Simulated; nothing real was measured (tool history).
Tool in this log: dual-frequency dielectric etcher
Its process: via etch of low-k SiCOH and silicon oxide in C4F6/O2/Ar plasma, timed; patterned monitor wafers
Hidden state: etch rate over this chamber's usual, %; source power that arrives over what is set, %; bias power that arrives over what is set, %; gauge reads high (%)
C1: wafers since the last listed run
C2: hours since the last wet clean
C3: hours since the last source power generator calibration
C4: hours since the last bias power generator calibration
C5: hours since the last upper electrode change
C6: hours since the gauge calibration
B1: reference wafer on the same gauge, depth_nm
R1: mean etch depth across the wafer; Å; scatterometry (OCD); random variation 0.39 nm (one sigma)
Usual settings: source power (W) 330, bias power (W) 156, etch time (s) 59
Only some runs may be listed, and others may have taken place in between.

{"run": 1, "hour": 0.0, "source power (W)": 330, "bias power (W)": 156, "etch time (s)": 59, "C1": 0, "C2": 172.7, "C3": 2904.8, "C4": 1884.4, "C5": 4622.9, "C6": 1020.5, "B1": 183, "R1": 1677}
{"run": 2, "hour": 33.7, "source power (W)": 330, "bias power (W)": 156, "etch time (s)": 59, "C1": 277, "C2": 206.4, "C3": 2938.5, "C4": 1918.1, "C5": 4656.6, "C6": 1054.2, "B1": 183, "R1": 1677}
{"run": 3, "hour": 70.5, "source power (W)": 360, "bias power (W)": 156, "etch time (s)": 59, "C1": 303, "C2": 243.2, "C3": 2975.3, "C4": 1954.9, "C5": 4693.4, "C6": 1091, "B1": 183, "R1": 1735}
{"run": 4, "hour": 115.0, "source power (W)": 380, "bias power (W)": 156, "etch time (s)": 50.5, "C1": 366, "C2": 287.7, "C3": 3019.8, "C4": 1999.4, "C5": 4737.9, "C6": 1135.5, "B1": 183.1, "R1": 1523}
{"hour": 160.9, "done": "upper electrode replaced"}
{"run": 5, "hour": 226.7, "source power (W)": 380, "bias power (W)": 156, "etch time (s)": 50.5, "C1": 723, "C2": 399.4, "C3": 3131.5, "C4": 2111.1, "C5": 65.8, "C6": 1247.2, "B1": 183.1, "R1": 1520}
{"run": 6, "hour": 293.4, "source power (W)": 380, "bias power (W)": 156, "etch time (s)": 50.5, "C1": 549, "C2": 466.1, "C3": 3198.2, "C4": 2177.8, "C5": 132.5, "C6": 1313.9, "B1": 183.1, "R1": 1519}
{"run": 7, "hour": 338.2, "source power (W)": 330, "bias power (W)": 165, "etch time (s)": 59, "C1": 369, "C2": 510.9, "C3": 3243, "C4": 2222.6, "C5": 177.3, "C6": 1358.7, "B1": 183.1, "R1": 1703}
{"hour": 347.7, "done": "bias power generator calibrated"}
{"run": 8, "hour": 366.1, "source power (W)": 330, "bias power (W)": 165, "etch time (s)": 59, "C1": 197, "C2": 538.8, "C3": 3270.9, "C4": 18.4, "C5": 205.2, "C6": 1386.6, "B1": 183, "R1": 1708}
{"run": 9, "hour": 416.9, "source power (W)": 330, "bias power (W)": 165, "etch time (s)": 59, "C1": 418, "C2": 589.6, "C3": 3321.7, "C4": 69.2, "C5": 256, "C6": 1437.4, "B1": 183, "R1": 1711}
{"hour": 450.9, "done": "wet clean of the chamber"}
{"run": 10, "hour": 485.3, "source power (W)": 300, "bias power (W)": 125, "etch time (s)": 59, "C1": 366, "C2": 34.4, "C3": 3390.1, "C4": 137.6, "C5": 324.4, "C6": 1505.8, "B1": 183, "R1": 1502}
{"run": 11, "hour": 538.3, "source power (W)": 330, "bias power (W)": 156, "etch time (s)": 59, "C1": 436, "C2": 87.4, "C3": 3443.1, "C4": 190.6, "C5": 377.4, "C6": 1558.8, "B1": 183.1, "R1": 1687}
{"run": 12, "hour": 657.3, "source power (W)": 380, "bias power (W)": 156, "etch time (s)": 50.5, "C1": 981, "C2": 206.4, "C3": 3562.1, "C4": 309.6, "C5": 496.4, "C6": 1677.8, "B1": 183.1, "R1": 1526}
{"hour": 694.5, "done": "gauge calibrated"}
{"run": 13, "hour": 714.2, "source power (W)": 370, "bias power (W)": 127, "etch time (s)": 51.5, "C1": 469, "C2": 263.3, "C3": 3619, "C4": 366.5, "C5": 553.3, "C6": 19.7, "B1": 183.1, "R1": 1445}
{"hour": 731.3, "done": "source power generator calibrated"}
{"run": 14, "hour": 742.5, "source power (W)": 390, "bias power (W)": 176, "etch time (s)": 59, "C1": 200, "C2": 291.6, "C3": 11.2, "C4": 394.8, "C5": 581.6, "C6": 48, "B1": 183, "R1": 1846}
{"run": 15, "hour": 775.0, "source power (W)": 370, "bias power (W)": 156, "etch time (s)": 66.5, "C1": 267, "C2": 324.1, "C3": 43.7, "C4": 427.3, "C5": 614.1, "C6": 80.5, "B1": 183.1, "R1": 1948}
{"run": 16, "hour": 823.5, "source power (W)": 330, "bias power (W)": 156, "etch time (s)": 59, "C1": 399, "C2": 372.6, "C3": 92.2, "C4": 475.8, "C5": 662.6, "C6": 129, "B1": 183, "R1": 1651}
{"run": 17, "hour": 848.2, "source power (W)": 380, "bias power (W)": 171, "etch time (s)": 76, "C1": 203, "C2": 397.3, "C3": 116.9, "C4": 500.5, "C5": 687.3, "C6": 153.7, "B1": 183, "R1": 2324}
{"run": 18, "hour": 890.1, "source power (W)": 360, "bias power (W)": 156, "etch time (s)": 59, "C1": 345, "C2": 439.2, "C3": 158.8, "C4": 542.4, "C5": 729.2, "C6": 195.6, "B1": 183, "R1": 1700}
{"run": 19, "hour": 959.5, "source power (W)": 330, "bias power (W)": 131, "etch time (s)": 43.5, "C1": 572, "C2": 508.6, "C3": 228.2, "C4": 611.8, "C5": 798.6, "C6": 265, "B1": 182.9, "R1": 1145}
{"run": 20, "hour": 988.5, "source power (W)": 370, "bias power (W)": 177, "etch time (s)": 59, "C1": 239, "C2": 537.6, "C3": 257.2, "C4": 640.8, "C5": 827.6, "C6": 294, "B1": 183, "R1": 1790}
{"hour": 1080.4, "done": "wet clean of the chamber"}
{"run": 21, "hour": 1080.9, "source power (W)": 330, "bias power (W)": 156, "etch time (s)": 59, "C1": 563, "C2": 0.5, "C3": 349.6, "C4": 733.2, "C5": 920, "C6": 386.4, "B1": 183.1, "R1": 1663}
{"run": 22, "hour": 1105.8, "source power (W)": 330, "bias power (W)": 188, "etch time (s)": 54, "C1": 205, "C2": 25.4, "C3": 374.5, "C4": 758.1, "C5": 944.9, "C6": 411.3, "B1": 183, "R1": 1614}
{"run": 23, "hour": 1158.3, "source power (W)": 410, "bias power (W)": 156, "etch time (s)": 59, "C1": 432, "C2": 77.9, "C3": 427, "C4": 810.6, "C5": 997.4, "C6": 463.8, "B1": 183, "R1": 1804}
{"run": 24, "hour": 1206.0, "source power (W)": 330, "bias power (W)": 156, "etch time (s)": 59, "C1": 393, "C2": 125.6, "C3": 474.7, "C4": 858.3, "C5": 1045.1, "C6": 511.5, "B1": 183, "R1": 1655}
{"run": 25, "hour": 1267.6, "source power (W)": 300, "bias power (W)": 194, "etch time (s)": 45, "C1": 507, "C2": 187.2, "C3": 536.3, "C4": 919.9, "C5": 1106.7, "C6": 573.1, "B1": 183, "R1": 1304}
{"run": 26, "hour": 1326.4, "source power (W)": 330, "bias power (W)": 156, "etch time (s)": 59, "C1": 484, "C2": 246, "C3": 595.1, "C4": 978.7, "C5": 1165.5, "C6": 631.9, "B1": 183.1, "R1": 1650}
{"run": 27, "hour": 1391.4, "source power (W)": 370, "bias power (W)": 133, "etch time (s)": 49.5, "C1": 535, "C2": 311, "C3": 660.1, "C4": 1043.7, "C5": 1230.5, "C6": 696.9, "B1": 182.9, "R1": 1378}
{"run": 28, "hour": 1454.2, "source power (W)": 300, "bias power (W)": 156, "etch time (s)": 59, "C1": 517, "C2": 373.8, "C3": 722.9, "C4": 1106.5, "C5": 1293.3, "C6": 759.7, "B1": 183, "R1": 1593}

5 options for the next run, each taken on its own from the tool as it stands now. Forecast them:
{"run": "A", "hour": 1454.6, "source power (W)": 330, "bias power (W)": 156, "etch time (s)": 59, "C1": 3, "C2": 374.2, "C3": 723.3, "C4": 1106.9, "C5": 1293.7, "C6": 760.1, "B1": "?", "R1": "?"}
{"run": "B", "hour": 1454.6, "source power (W)": 270, "bias power (W)": 121, "etch time (s)": 49.5, "C1": 3, "C2": 374.2, "C3": 723.3, "C4": 1106.9, "C5": 1293.7, "C6": 760.1, "B1": "?", "R1": "?"}
{"run": "C", "hour": 1454.6, "source power (W)": 280, "bias power (W)": 156, "etch time (s)": 59, "C1": 3, "C2": 374.2, "C3": 723.3, "C4": 1106.9, "C5": 1293.7, "C6": 760.1, "B1": "?", "R1": "?"}
{"run": "D", "hour": 1454.6, "source power (W)": 280, "bias power (W)": 156, "etch time (s)": 45.5, "C1": 3, "C2": 374.2, "C3": 723.3, "C4": 1106.9, "C5": 1293.7, "C6": 760.1, "B1": "?", "R1": "?"}
{"run": "E", "hour": 1454.6, "source power (W)": 400, "bias power (W)": 117, "etch time (s)": 49, "C1": 3, "C2": 374.2, "C3": 723.3, "C4": 1106.9, "C5": 1293.7, "C6": 760.1, "B1": "?", "R1": "?"}

run=A B1=182.9 R1=1645
run=B B1=182.9 R1=1168
run=C B1=182.9 R1=1538
run=D B1=182.9 R1=1186
run=E B1=182.9 R1=1348
Take away the tool's hidden state, keep each run's random variation, and the runs would have read:
run=A R1=1652
run=B R1=1173
run=C R1=1544
run=D R1=1191
run=E R1=1353
